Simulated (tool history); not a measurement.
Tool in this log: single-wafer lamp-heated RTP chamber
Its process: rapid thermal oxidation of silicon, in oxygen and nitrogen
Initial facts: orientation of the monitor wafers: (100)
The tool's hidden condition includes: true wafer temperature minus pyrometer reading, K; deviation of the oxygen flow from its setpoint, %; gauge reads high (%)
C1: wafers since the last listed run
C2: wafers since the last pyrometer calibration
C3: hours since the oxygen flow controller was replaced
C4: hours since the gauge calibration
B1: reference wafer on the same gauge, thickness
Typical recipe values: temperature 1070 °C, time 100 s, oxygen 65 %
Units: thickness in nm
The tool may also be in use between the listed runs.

run 1 hour=0.0 | temperature=1070 time=100 oxygen=65 | C1=0 C2=2489 C3=1527.5 C4=1114.1 | B1=10.896 | thickness=9.678
run 2 hour=95.7 | temperature=1070 time=100 oxygen=65 | C1=526 C2=3015 C3=1623.2 C4=1209.8 | B1=10.879 | thickness=9.737
run 3 hour=173.8 | temperature=1070 time=100 oxygen=65 | C1=429 C2=3445 C3=1701.3 C4=1287.9 | B1=10.902 | thickness=9.772
-- hour=282.9 pyrometer window cleaned and pyrometer calibrated
run 4 hour=384.8 | temperature=1070 time=100 oxygen=65 | C1=1116 C2=560 C3=1912.3 C4=1498.9 | B1=10.891 | thickness=9.636
run 5 hour=460.1 | temperature=1053 time=78 oxygen=65 | C1=414 C2=974 C3=1987.6 C4=1574.2 | B1=10.901 | thickness=7.664
run 6 hour=549.0 | temperature=1053 time=78 oxygen=65 | C1=488 C2=1462 C3=2076.5 C4=1663.1 | B1=10.896 | thickness=7.700
run 7 hour=622.5 | temperature=1070 time=100 oxygen=84 | C1=404 C2=1866 C3=2150.0 C4=1736.6 | B1=10.882 | thickness=10.597
run 8 hour=698.1 | temperature=1070 time=69 oxygen=82 | C1=415 C2=2282 C3=2225.6 C4=1812.2 | B1=10.900 | thickness=8.885
run 9 hour=790.3 | temperature=1070 time=100 oxygen=65 | C1=506 C2=2789 C3=2317.8 C4=1904.4 | B1=10.872 | thickness=9.758
-- hour=818.9 oxygen flow controller replaced
run 10 hour=895.6 | temperature=1070 time=100 oxygen=65 | C1=534 C2=3324 C3=76.7 C4=2009.7 | B1=10.862 | thickness=9.793
-- hour=909.8 pyrometer window cleaned and pyrometer calibrated
run 11 hour=971.5 | temperature=1070 time=100 oxygen=65 | C1=373 C2=339 C3=152.6 C4=2085.6 | B1=10.909 | thickness=9.599
run 12 hour=1055.6 | temperature=1048 time=123 oxygen=65 | C1=462 C2=801 C3=236.7 C4=2169.7 | B1=10.876 | thickness=9.090
run 13 hour=1095.9 | temperature=1082 time=100 oxygen=43 | C1=221 C2=1023 C3=277.0 C4=2210.0 | B1=10.887 | thickness=8.977
run 14 hour=1149.9 | temperature=1092 time=125 oxygen=65 | C1=296 C2=1319 C3=331.0 C4=2264.0 | B1=10.885 | thickness=12.328
run 15 hour=1252.1 | temperature=1070 time=100 oxygen=65 | C1=561 C2=1881 C3=433.2 C4=2366.2 | B1=10.921 | thickness=9.682
run 16 hour=1344.0 | temperature=1082 time=100 oxygen=43 | C1=505 C2=2387 C3=525.1 C4=2458.1 | B1=10.904 | thickness=9.127
run 17 hour=1387.2 | temperature=1070 time=100 oxygen=65 | C1=237 C2=2624 C3=568.3 C4=2501.3 | B1=10.915 | thickness=9.777
run 18 hour=1431.8 | temperature=1086 time=100 oxygen=50 | C1=245 C2=2869 C3=612.9 C4=2545.9 | B1=10.912 | thickness=9.704
run 19 hour=1523.1 | temperature=1070 time=100 oxygen=87 | C1=501 C2=3371 C3=704.2 C4=2637.2 | B1=10.877 | thickness=10.795
-- hour=1554.8 pyrometer window cleaned and pyrometer calibrated
run 20 hour=1570.0 | temperature=1060 time=134 oxygen=79 | C1=213 C2=83 C3=751.1 C4=2684.1 | B1=10.893 | thickness=10.947
-- hour=1597.1 gauge calibrated
run 21 hour=1620.7 | temperature=1070 time=100 oxygen=39 | C1=278 C2=362 C3=801.8 C4=23.6 | B1=10.921 | thickness=7.905
run 22 hour=1694.3 | temperature=1070 time=136 oxygen=87 | C1=404 C2=767 C3=875.4 C4=97.2 | B1=10.897 | thickness=12.351
run 23 hour=1756.1 | temperature=1070 time=100 oxygen=46 | C1=339 C2=1107 C3=937.2 C4=159.0 | B1=10.883 | thickness=8.456
run 24 hour=1814.5 | temperature=1086 time=100 oxygen=65 | C1=321 C2=1428 C3=995.6 C4=217.4 | B1=10.888 | thickness=10.836
run 25 hour=1861.2 | temperature=1044 time=100 oxygen=65 | C1=256 C2=1684 C3=1042.3 C4=264.1 | B1=10.897 | thickness=8.146
run 26 hour=1929.2 | temperature=1070 time=100 oxygen=65 | C1=373 C2=2058 C3=1110.3 C4=332.1 | B1=10.854 | thickness=9.693
run 27 hour=2030.4 | temperature=1070 time=100 oxygen=65 | C1=556 C2=2615 C3=1211.5 C4=433.3 | B1=10.885 | thickness=9.790
run 28 hour=2089.9 | temperature=1070 time=66 oxygen=65 | C1=327 C2=2942 C3=1271.0 C4=492.8 | B1=10.881 | thickness=8.055
-- hour=2205.7 pyrometer window cleaned and pyrometer calibrated
run 29 hour=2287.9 | temperature=1041 time=74 oxygen=75 | C1=1044 C2=451 C3=1469.0 C4=690.8 | B1=10.854 | thickness=7.205
run 30 hour=2333.9 | temperature=1070 time=69 oxygen=82 | C1=252 C2=704 C3=1515.0 C4=736.8 | B1=10.874 | thickness=8.800
run 31 hour=2415.9 | temperature=1050 time=100 oxygen=40 | C1=450 C2=1155 C3=1597.0 C4=818.8 | B1=10.863 | thickness=7.063
run 32 hour=2596.1 | temperature=1046 time=100 oxygen=65 | C1=990 C2=2146 C3=1777.2 C4=999.0 | B1=10.866 | thickness=8.174
run 33 hour=2663.4 | temperature=1070 time=66 oxygen=65 | C1=370 C2=2516 C3=1844.5 C4=1066.3 | B1=10.906 | thickness=8.055
run 34 hour=2704.2 | temperature=1081 time=80 oxygen=65 | C1=224 C2=2740 C3=1885.3 C4=1107.1 | B1=10.893 | thickness=9.494
run 35 hour=2785.6 | temperature=1051 time=80 oxygen=81 | C1=447 C2=3188 C3=1966.7 C4=1188.5 | B1=10.868 | thickness=8.372
run 36 hour=2875.3 | temperature=1045 time=54 oxygen=82 | C1=493 C2=3681 C3=2056.4 C4=1278.2 | B1=10.882 | thickness=6.790

Below are 5 alternative next runs, each starting from the tool's condition after run 36. Predict each:
run A hour=2875.8 | temperature=1070 time=100 oxygen=47 | C1=2 C2=3684 C3=2056.9 C4=1278.7 | B1=? | thickness=?
run B hour=2875.8 | temperature=1080 time=86 oxygen=65 | C1=2 C2=3684 C3=2056.9 C4=1278.7 | B1=? | thickness=?
run C hour=2875.8 | temperature=1083 time=53 oxygen=82 | C1=2 C2=3684 C3=2056.9 C4=1278.7 | B1=? | thickness=?
run D hour=2875.8 | temperature=1083 time=66 oxygen=83 | C1=2 C2=3684 C3=2056.9 C4=1278.7 | B1=? | thickness=?
run E hour=2875.8 | temperature=1082 time=147 oxygen=42 | C1=2 C2=3684 C3=2056.9 C4=1278.7 | B1=? | thickness=?

run=A B1=10.899 thickness=8.627
run=B B1=10.899 thickness=9.665
run=C B1=10.899 thickness=8.619
run=D B1=10.899 thickness=9.548
run=E B1=10.899 thickness=10.683
The same runs, with their run-to-run variation unchanged, on a tool lacking any hidden condition would have given:
run=A thickness=8.314
run=B thickness=9.319
run=C thickness=8.312
run=D thickness=9.208
run=E thickness=10.303
